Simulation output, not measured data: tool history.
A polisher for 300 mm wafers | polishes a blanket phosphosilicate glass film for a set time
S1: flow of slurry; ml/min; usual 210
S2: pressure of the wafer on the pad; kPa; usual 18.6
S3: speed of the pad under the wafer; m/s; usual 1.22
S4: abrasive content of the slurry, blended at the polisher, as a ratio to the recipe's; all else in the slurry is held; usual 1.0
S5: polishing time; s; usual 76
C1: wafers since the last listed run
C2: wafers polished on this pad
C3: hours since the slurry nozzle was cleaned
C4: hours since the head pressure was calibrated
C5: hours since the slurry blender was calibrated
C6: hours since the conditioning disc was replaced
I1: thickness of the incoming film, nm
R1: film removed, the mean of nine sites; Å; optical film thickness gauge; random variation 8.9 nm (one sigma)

run,day,S1,S2,S3,S4,S5,C1,C2,C3,C4,C5,C6,I1,R1
1,0.000,210,18.6,1.42,1.0,97,0,979,569.1,339.3,74.1,164.2,2874.7,7720
2,2.417,210,18.6,1.22,1.0,90,528,1508,627.1,397.3,132.1,222.2,2862.4,6069
3,4.196,210,18.6,1.22,1.0,90,389,1897,669.8,440.0,174.8,264.9,2883.8,6126
# day 4.771: slurry nozzle cleaned
# day 7.921: worn pad replaced by a new one
4,9.246,155,18.6,1.22,1.0,76,1058,289,107.4,561.2,296.0,386.1,2875.3,5352
# day 9.421: slurry blender recalibrated
5,11.192,155,18.6,1.22,1.0,76,407,696,154.1,607.9,42.5,432.8,2848.1,5191
# day 12.008: conditioning disc replaced and pad reconditioned
6,13.446,210,18.6,1.22,1.0,76,474,1171,208.2,662.0,96.6,34.5,2810.3,5313
7,14.833,210,18.6,1.22,1.0,76,303,1474,241.5,695.3,129.9,67.8,2869.7,5152
8,16.229,210,18.6,1.22,1.0,76,305,1780,275.0,728.8,163.4,101.3,2819.4,5060
9,18.900,210,18.6,1.22,1.0,76,583,2364,339.1,792.9,227.5,165.4,2880.1,5020
# day 21.579: worn pad replaced by a new one
# day 21.650: slurry blender recalibrated
10,21.671,210,18.6,1.22,1.0,76,553,4,405.6,859.4,0.5,231.9,2921.2,5995
11,22.542,250,14.5,1.52,1.0,65,190,194,426.5,880.3,21.4,252.8,2845.9,4788
12,24.912,210,18.6,1.22,1.0,76,518,712,483.4,937.2,78.3,309.7,2900.5,5515
13,26.875,260,18.6,1.22,1.0,76,429,1142,530.5,984.3,125.4,356.8,2898.7,5524
# day 27.896: head pressure recalibrated
# day 29.392: conditioning disc replaced and pad reconditioned
14,29.642,160,18.6,1.22,1.1,100,568,1710,596.9,41.9,191.8,6.0,2853.0,6829
15,31.917,210,18.6,1.60,1.0,76,497,2208,651.5,96.5,246.4,60.6,2831.0,6297
16,33.146,210,18.6,1.22,1.0,76,268,2476,681.0,126.0,275.9,90.1,2871.2,5104
# day 34.604: slurry nozzle cleaned
# day 34.725: worn pad replaced by a new one, of another model than before
17,35.588,210,18.6,1.42,1.0,97,497,188,23.6,184.6,334.5,148.7,2859.2,7816
# day 35.912: slurry blender recalibrated
18,37.400,260,18.6,1.22,1.0,54,378,566,67.1,228.1,35.7,192.2,2837.7,4004
19,38.558,210,18.6,1.22,1.3,88,253,819,94.9,255.9,63.5,220.0,2878.4,6942

Run 20 comes next. What will it give?
20,40.883,210,18.6,1.22,1.0,76,508,1327,150.7,311.7,119.3,275.8,2847.7,?

Run 20 gave R1 5242 Å.
Without the tool's hidden state the same run would have given R1 5920 Å.
